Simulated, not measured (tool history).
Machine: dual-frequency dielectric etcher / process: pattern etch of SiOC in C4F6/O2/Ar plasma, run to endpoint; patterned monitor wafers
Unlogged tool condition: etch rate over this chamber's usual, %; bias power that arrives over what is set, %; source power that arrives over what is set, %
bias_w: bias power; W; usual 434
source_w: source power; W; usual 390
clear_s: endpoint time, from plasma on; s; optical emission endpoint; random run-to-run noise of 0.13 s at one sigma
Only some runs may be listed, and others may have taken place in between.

run   hour  bias_w  source_w  wafers since the last listed run  hours since the last wet clean  hours since the last bias power generator calibration  hours since the last source power generator calibration  hours since the last upper electrode change  incoming incoming film thickness, nm  clear_s
  1    0.0     434       390                                 0                           454.5                                                 3946.8                                                   1582.9                                       4696.8                                 44.60     18.6
  2   24.1     434       390                               505                           478.6                                                 3970.9                                                   1607.0                                       4720.9                                 45.31     19.0
  3   45.6     434       390                               451                           500.1                                                 3992.4                                                   1628.5                                       4742.4                                 44.77     18.6
  4   71.8     434       390                               549                           526.3                                                 4018.6                                                   1654.7                                       4768.6                                 45.08     18.6
  5   96.2     434       390                               512                           550.7                                                 4043.0                                                   1679.1                                       4793.0                                 44.55     18.7
  6  123.9     434       390                               581                           578.4                                                 4070.7                                                   1706.8                                       4820.7                                 45.13     18.7
     180.4  -- wet clean of the chamber
  7  180.9     434       390                               692                             0.5                                                 4127.7                                                   1763.8                                       4877.7                                 45.17     17.7
     187.4  -- bias power generator calibrated
  8  193.9     434       350                               188                            13.5                                                    6.5                                                   1776.8                                       4890.7                                 45.02     18.4
  9  206.4     434       390                               262                            26.0                                                   19.0                                                   1789.3                                       4903.2                                 44.70     17.5
 10  240.8     434       390                               721                            60.4                                                   53.4                                                   1823.7                                       4937.6                                 44.98     17.8
 11  265.8     434       390                               524                            85.4                                                   78.4                                                   1848.7                                       4962.6                                 44.96     17.8
 12  289.9     346       390                               505                           109.5                                                  102.5                                                   1872.8                                       4986.7                                 44.74     19.8
 13  319.3     487       390                               616                           138.9                                                  131.9                                                   1902.2                                       5016.1                                 44.82     16.6
     346.1  -- source power generator calibrated
 14  351.9     517       310                               600                           171.5                                                  164.5                                                      5.8                                       5048.7                                 44.59     17.7
 15  371.1     523       390                               402                           190.7                                                  183.7                                                     25.0                                       5067.9                                 45.14     16.3
 16  391.8     483       360                               434                           211.4                                                  204.4                                                     45.7                                       5088.6                                 44.94     17.5
 17  425.4     477       420                               705                           245.0                                                  238.0                                                     79.3                                       5122.2                                 45.42     17.2
 18  457.9     336       470                               681                           277.5                                                  270.5                                                    111.8                                       5154.7                                 44.51     19.4
 19  483.2     489       390                               530                           302.8                                                  295.8                                                    137.1                                       5180.0                                 44.87     17.2
     515.6  -- upper electrode replaced
 20  516.1     351       440                               186                           335.7                                                  328.7                                                    170.0                                          0.5                                 44.93     19.4
 21  526.4     434       390                               216                           346.0                                                  339.0                                                    180.3                                         10.8                                 45.06     18.4
 22  548.9     434       330                               472                           368.5                                                  361.5                                                    202.8                                         33.3                                 45.33     19.7
 23  567.2     486       440                               384                           386.8                                                  379.8                                                    221.1                                         51.6                                 44.98     16.6
 24  591.2     434       390                               503                           410.8                                                  403.8                                                    245.1                                         75.6                                 45.10     18.5
 25  613.3     486       300                               463                           432.9                                                  425.9                                                    267.2                                         97.7                                 45.27     19.2
 26  642.6     434       390                               614                           462.2                                                  455.2                                                    296.5                                        127.0                                 44.91     18.5
 27  664.9     484       360                               467                           484.5                                                  477.5                                                    318.8                                        149.3                                 44.66     18.0
 28  691.6     342       330                               560                           511.2                                                  504.2                                                    345.5                                        176.0                                 44.65     21.8
     722.9  -- wet clean of the chamber
 29  723.4     526       390                               163                             0.5                                                  536.0                                                    377.3                                        207.8                                 45.02     16.2
 30  737.4     509       390                               293                            14.5                                                  550.0                                                    391.3                                        221.8                                 45.02     16.5
 31  769.4     379       340                               671                            46.5                                                  582.0                                                    423.3                                        253.8                                 45.21     19.9
 32  816.6     434       390                               990                            93.7                                                  629.2                                                    470.5                                        301.0                                 44.65     17.8
 33  897.4     339       390                              1695                           174.5                                                  710.0                                                    551.3                                        381.8                                 44.89     20.4
 34  917.9     400       390                               430                           195.0                                                  730.5                                                    571.8                                        402.3                                 45.20     19.0
 35  937.2     476       490                               404                           214.3                                                  749.8                                                    591.1                                        421.6                                 44.87     16.1
 36  953.5     434       390                               342                           230.6                                                  766.1                                                    607.4                                        437.9                                 44.60     18.2

Hidden state or all else? Some run-to-run changes of clear_s, split into what the settings, what came in and random variation would give without the hidden state, and what is left for the hidden state (with any gauge scatter that isn't in both results):
Run 6 -> 7: wet clean of the chamber. clear_s -1.0 s: hidden state -1.2, all else +0.2.
Run 23 -> 24: bias_w 486 -> 434, source_w 440 -> 390. clear_s +1.9 s: hidden state +0.2, all else +1.7.
Run 27 -> 28: bias_w 484 -> 342, source_w 360 -> 330. clear_s +3.8 s: hidden state +0.1, all else +3.7.
Run 28 -> 29: bias_w 342 -> 526, source_w 330 -> 390, wet clean of the chamber. clear_s -5.6 s: hidden state -0.9, all else -4.7.
Run 30 -> 31: bias_w 509 -> 379, source_w 390 -> 340. clear_s +3.4 s: hidden state +0.1, all else +3.3.
